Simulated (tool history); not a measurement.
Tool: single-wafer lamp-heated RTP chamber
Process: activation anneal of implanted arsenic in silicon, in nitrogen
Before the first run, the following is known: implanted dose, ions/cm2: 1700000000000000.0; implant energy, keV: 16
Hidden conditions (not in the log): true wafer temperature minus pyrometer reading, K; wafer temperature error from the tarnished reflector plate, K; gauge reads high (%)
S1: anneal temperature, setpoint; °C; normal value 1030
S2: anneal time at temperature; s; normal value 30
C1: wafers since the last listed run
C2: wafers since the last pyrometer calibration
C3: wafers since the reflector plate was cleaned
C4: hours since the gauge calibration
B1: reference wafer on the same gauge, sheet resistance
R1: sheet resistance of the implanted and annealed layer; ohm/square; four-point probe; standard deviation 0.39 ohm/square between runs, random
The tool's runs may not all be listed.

| run | hour | S1 | S2 | C1 | C2 | C3 | C4 | B1 | R1 |
|---|---|---|---|---|---|---|---|---|---|
| 1 | 0 | 1030 | 30 | 0 | 3056 | 9910 | 13.1 | 82.71 | 90.39 |
| 2 | 37.1 | 1030 | 30 | 307 | 3364 | 10218 | 50.2 | 82.55 | 90.64 |
| 3 | 44.7 | 1030 | 30 | 63 | 3427 | 10281 | 57.8 | 82.66 | 90.46 |
| 4 | 85.3 | 1030 | 30 | 336 | 3764 | 10617 | 98.4 | 82.57 | 89.87 |
| 5 | 94.9 | 1030 | 44 | 79 | 3844 | 10697 | 108 | 82.65 | 84.07 |
| 6 | 104.4 | 1030 | 44 | 78 | 3922 | 10776 | 117.5 | 82.63 | 83.36 |
|  | 127 | pyrometer window cleaned and pyrometer calibrated |
| 7 | 127.5 | 1030 | 44 | 125 | 3 | 10901 | 140.6 | 82.64 | 81.29 |
| 8 | 136.9 | 1030 | 30 | 77 | 81 | 10979 | 150 | 82.76 | 87.79 |
| 9 | 154.5 | 1016 | 14 | 146 | 227 | 11125 | 167.6 | 82.64 | 108.14 |
|  | 165.5 | pyrometer window cleaned and pyrometer calibrated, repeated, since the last time left the tool worse |
|  | 166.4 | gauge calibrated |
| 10 | 168.3 | 1046 | 16 | 48 | 22 | 11173 | 1.9 | 82.67 | 97.14 |
| 11 | 176.8 | 1017 | 40 | 70 | 93 | 11244 | 10.4 | 82.63 | 94.54 |
| 12 | 190.2 | 1016 | 14 | 111 | 204 | 11355 | 23.8 | 82.55 | 114.01 |
|  | 204 | reflector plate cleaned |
| 13 | 206.7 | 1030 | 30 | 70 | 275 | 22 | 40.3 | 82.64 | 92.59 |
| 14 | 219.6 | 1040 | 30 | 107 | 382 | 129 | 53.2 | 82.68 | 89.07 |
| 15 | 233.9 | 1047 | 35 | 118 | 500 | 248 | 67.5 | 82.64 | 82.57 |
| 16 | 250.4 | 1030 | 47 | 136 | 637 | 385 | 84 | 82.61 | 85.79 |
| 17 | 264.7 | 1030 | 37 | 118 | 756 | 503 | 98.3 | 82.68 | 88.8 |

What the log doesn't show, run by run:
wafer temperature error from the tarnished reflector plate, K: 0 across all the runs
gauge reads high (%): 0 across all the runs
H1: true wafer temperature minus pyrometer reading, K
| run | H1 |
|---|---|
| 1 | 6.41 |
| 2 | 6.98 |
| 3 | 7.1 |
| 4 | 7.73 |
| 5 | 7.88 |
| 6 | 8.03 |
| 7 | 15 |
| 8 | 15.2 |
| 9 | 15.4 |
| 10 | 1.84 |
| 11 | 1.97 |
| 12 | 2.18 |
| 13 | 2.43 |
| 14 | 2.63 |
| 15 | 2.85 |
| 16 | 3.11 |
| 17 | 3.33 |
